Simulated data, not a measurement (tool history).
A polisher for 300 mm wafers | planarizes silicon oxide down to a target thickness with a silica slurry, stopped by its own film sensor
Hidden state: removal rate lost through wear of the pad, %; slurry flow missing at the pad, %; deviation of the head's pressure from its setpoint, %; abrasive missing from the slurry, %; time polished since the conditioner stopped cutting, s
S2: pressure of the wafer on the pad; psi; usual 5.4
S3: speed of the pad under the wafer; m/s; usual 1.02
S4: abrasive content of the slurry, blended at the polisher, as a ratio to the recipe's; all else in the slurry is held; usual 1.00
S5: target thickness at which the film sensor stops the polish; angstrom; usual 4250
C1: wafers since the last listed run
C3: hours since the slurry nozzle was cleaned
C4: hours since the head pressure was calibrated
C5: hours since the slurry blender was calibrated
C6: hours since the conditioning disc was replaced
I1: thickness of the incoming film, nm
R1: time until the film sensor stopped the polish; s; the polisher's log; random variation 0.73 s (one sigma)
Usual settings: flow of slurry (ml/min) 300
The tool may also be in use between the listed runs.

Run 1, hour 0.0: usual settings but S2 4.9 psi; C1 0; wafers polished on this pad 447; C3 224.5; C4 751.4; C5 53.0; C6 7.5; I1 732.0. Result: R1 91.7 s.
Run 2, hour 10.1: usual settings but S2 4.9 psi; C1 57; wafers polished on this pad 505; C3 234.6; C4 761.5; C5 63.1; C6 17.6; I1 725.2. Result: R1 90.8 s.
Run 3, hour 24.0: usual settings but S2 4.9 psi; C1 79; wafers polished on this pad 584; C3 248.5; C4 775.4; C5 77.0; C6 31.5; I1 745.0. Result: R1 97.8 s.
Run 4, hour 49.4: usual settings; C1 144; wafers polished on this pad 728; C3 273.9; C4 800.8; C5 102.4; C6 56.9; I1 728.3. Result: R1 88.2 s.
At hour 99.7: conditioning disc replaced and pad reconditioned.
Run 5, hour 100.9: usual settings but flow of slurry (ml/min) 350; C1 281; wafers polished on this pad 1010; C3 325.4; C4 852.3; C5 153.9; C6 1.2; I1 746.2. Result: R1 90.1 s.
At hour 105.9: slurry blender recalibrated.
At hour 111.8: head pressure recalibrated.
Run 6, hour 112.6: usual settings but flow of slurry (ml/min) 350; C1 43; wafers polished on this pad 1054; C3 337.1; C4 0.8; C5 6.7; C6 12.9; I1 726.1. Result: R1 85.8 s.
Run 7, hour 129.4: usual settings but flow of slurry (ml/min) 350; C1 95; wafers polished on this pad 1149; C3 353.9; C4 17.6; C5 23.5; C6 29.7; I1 742.4. Result: R1 92.5 s.
Run 8, hour 146.8: usual settings but flow of slurry (ml/min) 330; C1 99; wafers polished on this pad 1248; C3 371.3; C4 35.0; C5 40.9; C6 47.1; I1 741.3. Result: R1 93.8 s.
At hour 148.4: slurry nozzle cleaned.
At hour 152.3: worn pad replaced by a new one.
Run 9, hour 157.5: usual settings but flow of slurry (ml/min) 240, S3 0.72 m/s, S4 0.80, S5 5350 angstrom; C1 33; wafers polished on this pad 29; C3 9.1; C4 45.7; C5 51.6; C6 57.8; I1 745.9. Result: R1 89.0 s.
Run 10, hour 164.3: usual settings but S2 7.0 psi, S4 1.20; C1 38; wafers polished on this pad 68; C3 15.9; C4 52.5; C5 58.4; C6 64.6; I1 738.1. Result: R1 63.7 s.
Run 11, hour 172.7: usual settings but S2 3.6 psi, S3 0.86 m/s, S4 0.80, S5 3820 angstrom; C1 47; wafers polished on this pad 116; C3 24.3; C4 60.9; C5 66.8; C6 73.0; I1 748.1. Result: R1 175.9 s.
Run 12, hour 187.3: usual settings but flow of slurry (ml/min) 250, S2 6.5 psi, S5 3460 angstrom; C1 83; wafers polished on this pad 199; C3 38.9; C4 75.5; C5 81.4; C6 87.6; I1 752.5. Result: R1 98.9 s.
Run 13, hour 197.3: usual settings but S4 1.20; C1 56; wafers polished on this pad 256; C3 48.9; C4 85.5; C5 91.4; C6 97.6; I1 745.4. Result: R1 81.6 s.
Run 14, hour 209.9: usual settings but S2 4.9 psi; C1 71; wafers polished on this pad 327; C3 61.5; C4 98.1; C5 104.0; C6 110.2; I1 739.8. Result: R1 93.3 s.
Run 15, hour 215.9: usual settings but flow of slurry (ml/min) 340, S2 6.2 psi, S3 0.68 m/s; C1 34; wafers polished on this pad 362; C3 67.5; C4 104.1; C5 110.0; C6 116.2; I1 730.3. Result: R1 102.9 s.
Run 16, hour 222.3: usual settings but S2 4.9 psi; C1 36; wafers polished on this pad 398; C3 73.9; C4 110.5; C5 116.4; C6 122.6; I1 742.6. Result: R1 94.6 s.

Forecast each of these 5 alternatives for the next run:
Run A, hour 222.7: usual settings; C1 2; wafers polished on this pad 400; C3 74.3; C4 110.9; C5 116.8; C6 123.0; I1 749.6. Result: R1 ?.
Run B, hour 222.7: usual settings but S3 1.26 m/s, S4 0.75, S5 3620 angstrom; C1 2; wafers polished on this pad 400; C3 74.3; C4 110.9; C5 116.8; C6 123.0; I1 749.6. Result: R1 ?.
Run C, hour 222.7: usual settings but flow of slurry (ml/min) 385, S2 5.9 psi, S3 0.88 m/s, S5 3430 angstrom; C1 2; wafers polished on this pad 400; C3 74.3; C4 110.9; C5 116.8; C6 123.0; I1 749.6. Result: R1 ?.
Run D, hour 222.7: usual settings but S5 5210 angstrom; C1 2; wafers polished on this pad 400; C3 74.3; C4 110.9; C5 116.8; C6 123.0; I1 749.6. Result: R1 ?.
Run E, hour 222.7: usual settings but S3 1.14 m/s, S5 5250 angstrom; C1 2; wafers polished on this pad 400; C3 74.3; C4 110.9; C5 116.8; C6 123.0; I1 749.6. Result: R1 ?.

run     R1
  A   89.5
  B  109.5
  C  115.4
  D   63.1
  E   56.9
Without the tool's hidden state the same runs would have given:
run     R1
  A   83.7
  B  101.4
  C  108.2
  D   59.0
  E   53.0

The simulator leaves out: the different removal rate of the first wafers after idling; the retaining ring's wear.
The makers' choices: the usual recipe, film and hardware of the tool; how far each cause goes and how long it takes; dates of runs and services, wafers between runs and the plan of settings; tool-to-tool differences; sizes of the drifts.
